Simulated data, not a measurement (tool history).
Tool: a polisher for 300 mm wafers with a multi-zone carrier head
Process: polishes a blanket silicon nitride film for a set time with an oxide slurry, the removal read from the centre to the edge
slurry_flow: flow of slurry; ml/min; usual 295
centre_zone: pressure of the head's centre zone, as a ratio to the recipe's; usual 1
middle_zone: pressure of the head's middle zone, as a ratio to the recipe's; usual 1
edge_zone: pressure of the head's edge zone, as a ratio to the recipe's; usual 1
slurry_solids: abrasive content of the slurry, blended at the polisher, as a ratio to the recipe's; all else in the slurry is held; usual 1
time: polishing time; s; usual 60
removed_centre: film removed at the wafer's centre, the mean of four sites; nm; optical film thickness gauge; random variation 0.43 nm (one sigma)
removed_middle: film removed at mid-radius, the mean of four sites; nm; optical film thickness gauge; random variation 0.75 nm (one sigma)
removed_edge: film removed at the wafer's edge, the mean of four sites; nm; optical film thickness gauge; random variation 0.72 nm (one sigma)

run   hour  slurry_flow  centre_zone  middle_zone  edge_zone  slurry_solids  time  wafers since the last listed run  wafers polished on this pad  hours since the slurry nozzle was cleaned  hours since the centre zone pressure was calibrated  hours since the edge zone pressure was calibrated  hours since the carrier head's membrane was replaced  incoming thickness of the incoming film, nm  removed_centre  removed_middle  removed_edge
  1      0          295            1            1          1              1    60                                 0                          246                                      426.6                                               1014.4                                              726.8                                                1403.8                                        372.9            49.2            47.1          48.5
  2    8.5          295            1            1          1              1    60                                94                          341                                      435.1                                               1022.9                                              735.3                                                1412.3                                        369.8            48.8            48.2          47.3
  3   24.2          295            1            1          1              1    60                               174                          516                                      450.8                                               1038.6                                                751                                                  1428                                        373.2            47.6            47.1          47.7
  4   31.7          295            1            1          1              1    60                                83                          599                                      458.3                                               1046.1                                              758.5                                                1435.5                                        363.4            48.4            47.7          47.4
      43.4  -- worn pad replaced by a new one
  5   43.7          295            1            1          1              1    60                                89                            3                                      470.3                                               1058.1                                              770.5                                                1447.5                                        367.9            50.9            50.5          49.4
  6   51.8          295            1            1          1              1    60                                90                           93                                      478.4                                               1066.2                                              778.6                                                1455.6                                        370.6            49.6            48.8          48.7
  7   57.9          295         1.06            1          1              1    60                                67                          161                                      484.5                                               1072.3                                              784.7                                                1461.7                                        364.9            52.4            49.8          48.5
  8   73.3          295         1.06            1          1              1    60                               171                          332                                      499.9                                               1087.7                                              800.1                                                1477.1                                        366.6            51.3            49.1          47.5
  9   85.4          295         1.06            1          1              1    60                               134                          467                                        512                                               1099.8                                              812.2                                                1489.2                                        366.7            51.1            47.2          47.9
      97.7  -- worn pad replaced by a new one
 10  102.4          295            1            1          1            1.1    60                               144                           52                                        529                                               1116.8                                              829.2                                                1506.2                                        368.1            50.9            49.2          50.4
 11  110.9          295          0.9            1          1              1    60                                94                          147                                      537.5                                               1125.3                                              837.7                                                1514.7                                          372            44.3            48.8            48
     111.9  -- slurry nozzle cleaned
     116.6  -- centre zone pressure recalibrated
 12  118.6          295            1            1          1              1    60                                52                          199                                        6.7                                                    2                                              845.4                                                1522.4                                          369            48.6            48.6          48.2
 13  127.5          260            1            1          1           1.25    60                                99                          298                                       15.6                                                 10.9                                              854.3                                                1531.3                                        373.3            51.6            50.6          51.5
 14  136.8          295            1            1          1              1    60                               103                          401                                       24.9                                                 20.2                                              863.6                                                1540.6                                        372.4            48.9              48            47
     142.5  -- edge zone pressure recalibrated
 15  149.8          400            1         1.09          1              1    60                               122                          524                                       37.9                                                 33.2                                                7.3                                                1553.6                                        370.1            50.1            50.4            49
     162.3  -- worn pad replaced by a new one
     165.5  -- carrier head's membrane replaced by a new one
 16    166          235         1.11         1.06          1              1    54                               100                            5                                       54.1                                                 49.4                                               23.5                                                   0.5                                          371            48.2            46.3          43.4
 17  173.1          330            1         1.08       1.05              1    72                                79                           84                                       61.2                                                 56.5                                               30.6                                                   7.6                                        365.4            59.9              62          59.2
 18  185.4          365         0.95         0.95          1              1    74                               136                          221                                       73.5                                                 68.8                                               42.9                                                  19.9                                        370.5            57.3            59.3          60.6
 19  192.7          295            1            1          1              1    60                                81                          302                                       80.8                                                 76.1                                               50.2                                                  27.2                                        371.9            48.7            48.4            48
 20  206.6          295         1.04            1       0.94           1.25    52                               154                          457                                       94.7                                                   90                                               64.1                                                  41.1                                        366.5            46.5            44.1          42.4
 21  215.1          295         0.96         1.08          1            1.1    60                                94                          552                                      103.2                                                 98.5                                               72.6                                                  49.6                                        375.5            47.8            51.2          48.9
     224.5  -- worn pad replaced by a new one
 22  227.2          330            1            1       0.91              1    60                                90                           30                                      115.3                                                110.6                                               84.7                                                  61.7                                        367.5            50.8            49.4          47.9

Forecast each of these 4 alternatives for the next run:
  A  227.6          295            1            1          1              1    60                                 4                           34                                      115.7                                                  111                                               85.1                                                  62.1                                        369.7               ?               ?             ?
  B  227.6          235            1            1          1              1    60                                 4                           34                                      115.7                                                  111                                               85.1                                                  62.1                                        369.7               ?               ?             ?
  C  227.6          295            1            1       0.95              1    60                                 4                           34                                      115.7                                                  111                                               85.1                                                  62.1                                        369.7               ?               ?             ?
  D  227.6          295         0.88            1          1              1    74                                 4                           34                                      115.7                                                  111                                               85.1                                                  62.1                                        369.7               ?               ?             ?

run  removed_centre  removed_middle  removed_edge
  A            50.7            49.2            49
  B            49.1            47.8          47.9
  C            50.7            49.2            48
  D            54.9            60.7          60.4
Without the tool's hidden state the same runs would have given:
run  removed_centre  removed_middle  removed_edge
  A            51.3            49.8          49.6
  B            49.7            48.5          48.5
  C            51.3            49.8          48.6
  D            55.6            61.5          61.2

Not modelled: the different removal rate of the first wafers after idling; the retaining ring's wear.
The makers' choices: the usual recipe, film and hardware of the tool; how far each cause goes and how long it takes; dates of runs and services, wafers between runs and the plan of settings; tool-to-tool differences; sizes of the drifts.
